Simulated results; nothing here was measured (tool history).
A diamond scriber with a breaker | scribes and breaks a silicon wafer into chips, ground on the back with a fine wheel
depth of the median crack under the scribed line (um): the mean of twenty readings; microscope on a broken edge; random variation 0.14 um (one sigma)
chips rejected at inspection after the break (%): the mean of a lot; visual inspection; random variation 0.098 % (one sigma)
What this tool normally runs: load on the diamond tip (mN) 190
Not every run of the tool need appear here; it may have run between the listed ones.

run     day  load on the diamond tip (mN)  wafers since the last listed run  hours since the diamond tip was replaced  hours since the load on the tip was calibrated  incoming depth of the damage left on the back of the incoming wafer, um  depth of the median crack under the scribed line (um)  chips rejected at inspection after the break (%)
  1   0.000                           161                                 0                                     727.2                                          1555.2                                                                     1.71                                                   8.25                                              9.35
  2   0.254                           190                                12                                     733.3                                          1561.3                                                                     2.92                                                   9.29                                              9.25
  3   0.662                           190                                20                                     743.1                                          1571.1                                                                     2.38                                                   9.35                                              6.42
  4   1.150                           190                                24                                     754.8                                          1582.8                                                                     2.26                                                   9.30                                              6.53
  5   1.800                           178                                33                                     770.4                                          1598.4                                                                     2.20                                                   8.92                                              7.57
  6   2.400                           220                                30                                     784.8                                          1612.8                                                                     2.49                                                  10.35                                              3.69
  7   2.771                           220                                18                                     793.7                                          1621.7                                                                     2.03                                                   9.91                                              3.24
  8   3.371                           172                                30                                     808.1                                          1636.1                                                                     1.89                                                   8.75                                              7.81
  9   3.933                           172                                28                                     821.6                                          1649.6                                                                     2.65                                                   8.61                                             10.66
 10   4.325                           172                                19                                     831.0                                          1659.0                                                                     2.40                                                   8.80                                              9.94
 11   4.725                           190                                20                                     840.6                                          1668.6                                                                     2.81                                                   9.36                                              8.06
 12   5.033                           190                                15                                     848.0                                          1676.0                                                                     1.95                                                   9.16                                              5.21
 13   5.712                           190                                34                                     864.3                                          1692.3                                                                     2.88                                                   9.28                                              8.21
      5.875  -- load on the tip recalibrated
 14   6.379                           190                                29                                     880.3                                            12.1                                                                     1.92                                                   9.30                                              5.99
 15   7.038                           156                                33                                     896.1                                            27.9                                                                     2.36                                                   8.11                                             12.24
 16   7.446                           154                                20                                     905.9                                            37.7                                                                     1.55                                                   8.27                                             11.76
 17   8.083                           154                                32                                     921.2                                            53.0                                                                     2.35                                                   8.15                                             13.67
 18   8.450                           190                                18                                     930.0                                            61.8                                                                     1.60                                                   9.18                                              5.50
 19   8.846                           190                                20                                     939.5                                            71.3                                                                     1.87                                                   9.19                                              5.79
 20   9.404                           174                                28                                     952.9                                            84.7                                                                     2.43                                                   8.80                                              9.54
 21  10.000                           213                                30                                     967.2                                            99.0                                                                     2.82                                                   9.71                                              6.25
 22  10.504                           190                                25                                     979.3                                           111.1                                                                     2.26                                                   9.10                                              6.73
 23  10.942                           219                                22                                     989.8                                           121.6                                                                     1.80                                                   9.81                                              3.20
     11.167  -- diamond tip replaced by a new one
 24  11.254                           151                                11                                       2.1                                           129.1                                                                     2.05                                                  10.32                                              3.45
 25  11.754                           164                                25                                      14.1                                           141.1                                                                     2.89                                                  10.49                                              4.19
 26  12.471                           190                                36                                      31.3                                           158.3                                                                     2.83                                                  11.34                                              3.00
 27  12.779                           169                                15                                      38.7                                           165.7                                                                     1.59                                                  10.36                                              2.14
 28  13.188                           210                                20                                      48.5                                           175.5                                                                     2.90                                                  11.94                                              2.72
 29  13.733                           213                                27                                      61.6                                           188.6                                                                     1.65                                                  11.99                                              1.29
 30  14.721                           234                                50                                      85.3                                           212.3                                                                     1.53                                                  12.18                                              1.67
 31  15.367                           207                                32                                     100.8                                           227.8                                                                     2.66                                                  11.39                                              2.61
 32  15.783                           172                                21                                     110.8                                           237.8                                                                     1.83                                                  10.23                                              2.51
 33  16.529                           154                                38                                     128.7                                           255.7                                                                     1.57                                                   9.48                                              4.54
 34  17.046                           222                                26                                     141.1                                           268.1                                                                     2.98                                                  11.67                                              2.98

What the log doesn't show, run by run:
deviation of the load on the tip from its setpoint, %: 0 in every run
H1: share of the diamond tip's cutting effectiveness lost through wear, %
run    H1
  1  26.7
  2  26.7
  3  26.8
  4  26.9
  5    27
  6  27.2
  7  27.2
  8  27.4
  9  27.5
 10  27.5
 11  27.6
 12  27.7
 13  27.8
 14  27.9
 15    28
 16    28
 17  28.1
 18  28.2
 19  28.2
 20  28.3
 21  28.4
 22  28.4
 23  28.5
 24  1.08
 25  1.94
 26  3.11
 27   3.6
 28  4.24
 29  5.05
 30  6.46
 31  7.34
 32  7.88
 33  8.82
 34  9.44
